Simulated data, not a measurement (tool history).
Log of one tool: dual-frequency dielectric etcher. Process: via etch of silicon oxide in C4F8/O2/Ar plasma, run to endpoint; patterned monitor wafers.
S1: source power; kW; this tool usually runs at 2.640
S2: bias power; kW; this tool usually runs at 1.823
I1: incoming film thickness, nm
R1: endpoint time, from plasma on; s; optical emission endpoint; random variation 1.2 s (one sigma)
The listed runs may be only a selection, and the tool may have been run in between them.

run   hour     S1     S2      I1     R1
  1    0.0  2.200  1.651  1495.4  286.7
  2   15.3  2.200  1.651  1504.3  285.9
  3   31.2  2.200  1.651  1484.5  282.9
  4   40.7  2.640  1.823  1487.7  261.0
  5   47.8  2.640  2.034  1501.3  260.3
      74.6  -- bias power generator calibrated
      76.4  -- upper electrode replaced
  6   76.9  2.640  2.034  1491.9  256.0
      80.9  -- source power generator calibrated
  7   81.4  2.640  2.034  1499.3  256.6
  8   91.1  2.980  1.823  1506.6  252.0
     118.9  -- wet clean of the chamber
  9  119.4  2.640  1.823  1498.5  292.5
 10  119.7  3.210  1.640  1494.3  279.4
 11  126.3  2.940  1.592  1496.1  288.8
     163.5  -- wet clean of the chamber, repeated, since the last time left the tool worse
 12  164.0  3.010  2.004  1493.7  254.4
 13  164.4  2.070  2.131  1497.1  285.5
 14  167.9  2.030  1.983  1497.6  288.6
 15  179.9  2.850  2.152  1481.8  252.5
 16  195.9  3.160  1.609  1515.8  266.1
 17  207.9  2.260  2.130  1496.2  272.8

Consider 5 possible next runs. They are alternatives, not a sequence: every one starts from the tool as it was left by run 17. What does each give?
  A  208.4  2.640  2.065  1486.7   ?
  B  208.4  2.380  2.251  1486.7   ?
  C  208.4  2.440  1.536  1486.7   ?
  D  208.4  2.050  1.823  1486.7   ?
  E  208.4  2.910  2.215  1486.7   ?

run     R1
  A  260.3
  B  264.5
  C  283.3
  D  290.3
  E  248.2
What these runs would have given with no unlogged condition in the tool:
run     R1
  A  263.2
  B  267.5
  C  286.5
  D  293.5
  E  250.9

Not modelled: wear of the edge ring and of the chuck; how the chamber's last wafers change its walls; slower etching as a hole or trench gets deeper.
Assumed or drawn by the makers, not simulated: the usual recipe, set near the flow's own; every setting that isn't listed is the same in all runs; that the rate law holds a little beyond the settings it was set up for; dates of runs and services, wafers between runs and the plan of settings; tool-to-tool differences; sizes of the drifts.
